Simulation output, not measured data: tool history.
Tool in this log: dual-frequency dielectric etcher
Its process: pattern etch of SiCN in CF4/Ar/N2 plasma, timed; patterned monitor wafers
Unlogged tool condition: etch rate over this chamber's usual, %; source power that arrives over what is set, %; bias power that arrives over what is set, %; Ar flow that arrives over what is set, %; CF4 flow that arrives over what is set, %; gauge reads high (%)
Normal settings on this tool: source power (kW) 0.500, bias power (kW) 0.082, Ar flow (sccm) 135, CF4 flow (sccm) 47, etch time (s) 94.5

run,hour,source power (kW),bias power (kW),Ar flow (sccm),CF4 flow (sccm),etch time (s),wafers since the last listed run,hours since the last wet clean,hours since the last source power generator calibration,hours since the last bias power generator calibration,hours since the last Ar flow controller change,hours since the last CF4 flow controller change,hours since the last upper electrode change,hours since the gauge calibration,"read-back reference wafer on the same gauge, depth_nm",mean etch depth across the wafer (Å)
1,0.0,0.500,0.098,135,40,94.5,0,80.3,3628.2,489.9,4713.7,3857.3,4944.9,169.7,93.0,822
# hour 72.3: source power generator calibrated
2,72.8,0.440,0.082,113,47,94.5,909,153.1,0.5,562.7,4786.5,3930.1,5017.7,242.5,93.0,732
3,100.0,0.500,0.062,135,47,94.5,359,180.3,27.7,589.9,4813.7,3957.3,5044.9,269.7,93.0,742
# hour 171.2: bias power generator calibrated, repeated, since the last time left the tool worse
4,171.7,0.500,0.082,106,50,81.5,894,252.0,99.4,0.5,4885.4,4029.0,5116.6,341.4,93.2,746
# hour 210.2: upper electrode replaced
5,210.7,0.500,0.100,135,40,66.5,198,291.0,138.4,39.5,4924.4,4068.0,0.5,380.4,92.9,596
6,309.1,0.500,0.082,135,53,94.5,1300,389.4,236.8,137.9,5022.8,4166.4,98.9,478.8,93.0,850
7,341.1,0.500,0.100,106,47,94.5,422,421.4,268.8,169.9,5054.8,4198.4,130.9,510.8,93.1,905
8,395.1,0.500,0.075,115,47,94.5,713,475.4,322.8,223.9,5108.8,4252.4,184.9,564.8,93.1,820
9,460.9,0.500,0.082,135,47,119.0,869,541.2,388.6,289.7,5174.6,4318.2,250.7,630.6,93.1,1043
# hour 505.4: wet clean of the chamber
10,525.1,0.500,0.082,135,47,74.0,531,19.7,452.8,353.9,5238.8,4382.4,314.9,694.8,93.1,649
11,552.0,0.500,0.082,153,47,94.5,355,46.6,479.7,380.8,5265.7,4409.3,341.8,721.7,93.2,815

What will run 12 give?
# hour 578.5: Ar flow controller replaced
12,740.7,0.500,0.082,135,47,94.5,2414,235.3,668.4,569.5,162.2,4598.0,530.5,910.4,?,?

read-back reference wafer on the same gauge, depth_nm: 93.1
mean etch depth across the wafer (Å): 824
Take away the tool's hidden state, keep the run-to-run variation as it was, and the same run would have given mean etch depth across the wafer (Å) 821.
